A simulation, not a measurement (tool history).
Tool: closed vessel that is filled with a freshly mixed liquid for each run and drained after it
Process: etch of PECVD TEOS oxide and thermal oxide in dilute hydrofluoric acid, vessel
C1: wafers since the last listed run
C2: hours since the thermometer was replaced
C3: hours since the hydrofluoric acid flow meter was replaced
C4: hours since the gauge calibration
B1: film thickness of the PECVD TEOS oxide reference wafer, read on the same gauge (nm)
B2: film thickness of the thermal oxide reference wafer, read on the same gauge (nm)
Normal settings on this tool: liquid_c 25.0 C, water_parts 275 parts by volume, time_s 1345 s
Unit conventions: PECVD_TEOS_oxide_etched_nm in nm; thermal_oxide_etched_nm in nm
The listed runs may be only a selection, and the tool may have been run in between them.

{"run": 1, "hour": 0.0, "liquid_c": 25.0, "water_parts": 275, "time_s": 1345, "C1": 0, "C2": 856.0, "C3": 2065.9, "C4": 797.1, "B1": 39.99, "B2": 129.97, "PECVD_TEOS_oxide_etched_nm": 46.19, "thermal_oxide_etched_nm": 16.66}
{"run": 2, "hour": 23.6, "liquid_c": 25.0, "water_parts": 275, "time_s": 1345, "C1": 855, "C2": 879.6, "C3": 2089.5, "C4": 820.7, "B1": 40.01, "B2": 129.99, "PECVD_TEOS_oxide_etched_nm": 45.49, "thermal_oxide_etched_nm": 16.77}
{"run": 3, "hour": 47.2, "liquid_c": 25.0, "water_parts": 275, "time_s": 1345, "C1": 855, "C2": 903.2, "C3": 2113.1, "C4": 844.3, "B1": 39.97, "B2": 130.01, "PECVD_TEOS_oxide_etched_nm": 45.92, "thermal_oxide_etched_nm": 16.77}
{"hour": 70.2, "done": "thermometer replaced"}
{"run": 4, "hour": 80.5, "liquid_c": 25.0, "water_parts": 275, "time_s": 1585, "C1": 1170, "C2": 10.3, "C3": 2146.4, "C4": 877.6, "B1": 40.02, "B2": 129.96, "PECVD_TEOS_oxide_etched_nm": 51.92, "thermal_oxide_etched_nm": 18.77}
{"run": 5, "hour": 107.0, "liquid_c": 25.0, "water_parts": 275, "time_s": 1585, "C1": 960, "C2": 36.8, "C3": 2172.9, "C4": 904.1, "B1": 40.01, "B2": 130.0, "PECVD_TEOS_oxide_etched_nm": 52.02, "thermal_oxide_etched_nm": 18.71}
{"run": 6, "hour": 130.2, "liquid_c": 25.0, "water_parts": 275, "time_s": 1585, "C1": 840, "C2": 60.0, "C3": 2196.1, "C4": 927.3, "B1": 40.02, "B2": 129.99, "PECVD_TEOS_oxide_etched_nm": 51.39, "thermal_oxide_etched_nm": 18.97}
{"run": 7, "hour": 162.8, "liquid_c": 27.5, "water_parts": 360, "time_s": 580, "C1": 1181, "C2": 92.6, "C3": 2228.7, "C4": 959.9, "B1": 40.05, "B2": 130.03, "PECVD_TEOS_oxide_etched_nm": 14.59, "thermal_oxide_etched_nm": 5.24}
{"run": 8, "hour": 192.6, "liquid_c": 25.0, "water_parts": 275, "time_s": 1345, "C1": 1080, "C2": 122.4, "C3": 2258.5, "C4": 989.7, "B1": 39.97, "B2": 130.01, "PECVD_TEOS_oxide_etched_nm": 42.99, "thermal_oxide_etched_nm": 15.6}
{"run": 9, "hour": 211.2, "liquid_c": 25.0, "water_parts": 350, "time_s": 700, "C1": 674, "C2": 141.0, "C3": 2277.1, "C4": 1008.3, "B1": 40.03, "B2": 130.0, "PECVD_TEOS_oxide_etched_nm": 16.26, "thermal_oxide_etched_nm": 6.03}
{"hour": 227.3, "done": "gauge calibrated"}
{"run": 10, "hour": 227.3, "liquid_c": 25.0, "water_parts": 275, "time_s": 1345, "C1": 583, "C2": 157.1, "C3": 2293.2, "C4": 0.0, "B1": 39.98, "B2": 130.01, "PECVD_TEOS_oxide_etched_nm": 44.17, "thermal_oxide_etched_nm": 15.65}
{"hour": 240.3, "done": "thermometer replaced, repeated, since the last time left the tool worse"}
{"run": 11, "hour": 258.3, "liquid_c": 25.0, "water_parts": 365, "time_s": 2020, "C1": 1087, "C2": 18.0, "C3": 2324.2, "C4": 31.0, "B1": 40.0, "B2": 129.98, "PECVD_TEOS_oxide_etched_nm": 50.0, "thermal_oxide_etched_nm": 18.09}
{"run": 12, "hour": 289.7, "liquid_c": 27.0, "water_parts": 215, "time_s": 1900, "C1": 1138, "C2": 49.4, "C3": 2355.6, "C4": 62.4, "B1": 40.0, "B2": 130.01, "PECVD_TEOS_oxide_etched_nm": 101.15, "thermal_oxide_etched_nm": 36.43}
{"hour": 317.0, "done": "hydrofluoric acid flow meter replaced"}
{"run": 13, "hour": 325.6, "liquid_c": 27.0, "water_parts": 180, "time_s": 1610, "C1": 1264, "C2": 85.3, "C3": 8.6, "C4": 98.3, "B1": 40.01, "B2": 130.01, "PECVD_TEOS_oxide_etched_nm": 105.48, "thermal_oxide_etched_nm": 37.99}
{"run": 14, "hour": 361.2, "liquid_c": 23.0, "water_parts": 215, "time_s": 1710, "C1": 1290, "C2": 120.9, "C3": 44.2, "C4": 133.9, "B1": 40.02, "B2": 129.96, "PECVD_TEOS_oxide_etched_nm": 78.42, "thermal_oxide_etched_nm": 27.97}
{"run": 15, "hour": 374.7, "liquid_c": 25.0, "water_parts": 275, "time_s": 1745, "C1": 489, "C2": 134.4, "C3": 57.7, "C4": 147.4, "B1": 40.0, "B2": 130.02, "PECVD_TEOS_oxide_etched_nm": 62.65, "thermal_oxide_etched_nm": 22.72}
{"run": 16, "hour": 394.0, "liquid_c": 25.0, "water_parts": 190, "time_s": 1345, "C1": 699, "C2": 153.7, "C3": 77.0, "C4": 166.7, "B1": 39.98, "B2": 130.0, "PECVD_TEOS_oxide_etched_nm": 77.74, "thermal_oxide_etched_nm": 27.16}
{"run": 17, "hour": 414.2, "liquid_c": 26.5, "water_parts": 275, "time_s": 1345, "C1": 732, "C2": 173.9, "C3": 97.2, "C4": 186.9, "B1": 40.02, "B2": 130.01, "PECVD_TEOS_oxide_etched_nm": 50.4, "thermal_oxide_etched_nm": 18.29}
{"run": 18, "hour": 435.6, "liquid_c": 25.0, "water_parts": 340, "time_s": 715, "C1": 775, "C2": 195.3, "C3": 118.6, "C4": 208.3, "B1": 40.0, "B2": 130.02, "PECVD_TEOS_oxide_etched_nm": 19.44, "thermal_oxide_etched_nm": 7.0}
{"run": 19, "hour": 450.4, "liquid_c": 25.0, "water_parts": 275, "time_s": 1025, "C1": 536, "C2": 210.1, "C3": 133.4, "C4": 223.1, "B1": 39.99, "B2": 129.97, "PECVD_TEOS_oxide_etched_nm": 36.8, "thermal_oxide_etched_nm": 13.15}
{"run": 20, "hour": 480.4, "liquid_c": 29.5, "water_parts": 205, "time_s": 1140, "C1": 1087, "C2": 240.1, "C3": 163.4, "C4": 253.1, "B1": 39.98, "B2": 130.01, "PECVD_TEOS_oxide_etched_nm": 69.15, "thermal_oxide_etched_nm": 24.93}
{"run": 21, "hour": 499.1, "liquid_c": 26.5, "water_parts": 145, "time_s": 1050, "C1": 677, "C2": 258.8, "C3": 182.1, "C4": 271.8, "B1": 39.98, "B2": 130.02, "PECVD_TEOS_oxide_etched_nm": 86.9, "thermal_oxide_etched_nm": 31.75}
{"run": 22, "hour": 514.0, "liquid_c": 21.0, "water_parts": 205, "time_s": 1045, "C1": 540, "C2": 273.7, "C3": 197.0, "C4": 286.7, "B1": 40.0, "B2": 130.0, "PECVD_TEOS_oxide_etched_nm": 45.87, "thermal_oxide_etched_nm": 16.55}
{"run": 23, "hour": 541.1, "liquid_c": 27.0, "water_parts": 275, "time_s": 1570, "C1": 982, "C2": 300.8, "C3": 224.1, "C4": 313.8, "B1": 40.0, "B2": 130.01, "PECVD_TEOS_oxide_etched_nm": 59.22, "thermal_oxide_etched_nm": 21.59}
{"run": 24, "hour": 565.3, "liquid_c": 25.0, "water_parts": 275, "time_s": 1345, "C1": 877, "C2": 325.0, "C3": 248.3, "C4": 338.0, "B1": 39.99, "B2": 129.97, "PECVD_TEOS_oxide_etched_nm": 47.8, "thermal_oxide_etched_nm": 17.37}
{"run": 25, "hour": 588.4, "liquid_c": 25.0, "water_parts": 345, "time_s": 1345, "C1": 837, "C2": 348.1, "C3": 271.4, "C4": 361.1, "B1": 39.98, "B2": 130.02, "PECVD_TEOS_oxide_etched_nm": 35.14, "thermal_oxide_etched_nm": 12.78}
{"run": 26, "hour": 652.4, "liquid_c": 25.0, "water_parts": 275, "time_s": 1345, "C1": 2319, "C2": 412.1, "C3": 335.4, "C4": 425.1, "B1": 39.96, "B2": 129.99, "PECVD_TEOS_oxide_etched_nm": 47.53, "thermal_oxide_etched_nm": 17.5}
{"run": 27, "hour": 672.0, "liquid_c": 21.5, "water_parts": 330, "time_s": 1565, "C1": 710, "C2": 431.7, "C3": 355.0, "C4": 444.7, "B1": 40.03, "B2": 130.0, "PECVD_TEOS_oxide_etched_nm": 38.75, "thermal_oxide_etched_nm": 13.92}

Subtracting, for every run, the result it would have given without the tool's unlogged condition from the measured result gives the following. The same run-to-run variation enters both numbers; the gauge's scatter may not:
The hidden state here: liquid colder than its thermometer reads (K); hydrofluoric acid flow below the setpoint (%); gauge reads high (%).
run=1 PECVD_TEOS_oxide_etched_nm=-2.47 thermal_oxide_etched_nm=-0.89
run=2 PECVD_TEOS_oxide_etched_nm=-2.49 thermal_oxide_etched_nm=-0.93
run=3 PECVD_TEOS_oxide_etched_nm=-2.57 thermal_oxide_etched_nm=-0.94
run=4 PECVD_TEOS_oxide_etched_nm=-5.81 thermal_oxide_etched_nm=-2.10
run=5 PECVD_TEOS_oxide_etched_nm=-5.90 thermal_oxide_etched_nm=-2.13
run=6 PECVD_TEOS_oxide_etched_nm=-5.92 thermal_oxide_etched_nm=-2.18
run=7 PECVD_TEOS_oxide_etched_nm=-1.57 thermal_oxide_etched_nm=-0.56
run=8 PECVD_TEOS_oxide_etched_nm=-5.14 thermal_oxide_etched_nm=-1.87
run=9 PECVD_TEOS_oxide_etched_nm=-1.87 thermal_oxide_etched_nm=-0.69
run=10 PECVD_TEOS_oxide_etched_nm=-5.39 thermal_oxide_etched_nm=-1.91
run=11 PECVD_TEOS_oxide_etched_nm=-0.14 thermal_oxide_etched_nm=-0.05
run=12 PECVD_TEOS_oxide_etched_nm=-0.47 thermal_oxide_etched_nm=-0.17
run=13 PECVD_TEOS_oxide_etched_nm=-0.73 thermal_oxide_etched_nm=-0.27
run=14 PECVD_TEOS_oxide_etched_nm=-0.73 thermal_oxide_etched_nm=-0.26
run=15 PECVD_TEOS_oxide_etched_nm=-0.59 thermal_oxide_etched_nm=-0.22
run=16 PECVD_TEOS_oxide_etched_nm=-0.89 thermal_oxide_etched_nm=-0.31
run=17 PECVD_TEOS_oxide_etched_nm=-0.59 thermal_oxide_etched_nm=-0.21
run=18 PECVD_TEOS_oxide_etched_nm=-0.25 thermal_oxide_etched_nm=-0.09
run=19 PECVD_TEOS_oxide_etched_nm=-0.52 thermal_oxide_etched_nm=-0.18
run=20 PECVD_TEOS_oxide_etched_nm=-1.09 thermal_oxide_etched_nm=-0.39
run=21 PECVD_TEOS_oxide_etched_nm=-1.58 thermal_oxide_etched_nm=-0.58
run=22 PECVD_TEOS_oxide_etched_nm=-0.90 thermal_oxide_etched_nm=-0.32
run=23 PECVD_TEOS_oxide_etched_nm=-1.14 thermal_oxide_etched_nm=-0.42
run=24 PECVD_TEOS_oxide_etched_nm=-1.01 thermal_oxide_etched_nm=-0.36
run=25 PECVD_TEOS_oxide_etched_nm=-0.76 thermal_oxide_etched_nm=-0.28
run=26 PECVD_TEOS_oxide_etched_nm=-1.25 thermal_oxide_etched_nm=-0.46
run=27 PECVD_TEOS_oxide_etched_nm=-1.09 thermal_oxide_etched_nm=-0.39

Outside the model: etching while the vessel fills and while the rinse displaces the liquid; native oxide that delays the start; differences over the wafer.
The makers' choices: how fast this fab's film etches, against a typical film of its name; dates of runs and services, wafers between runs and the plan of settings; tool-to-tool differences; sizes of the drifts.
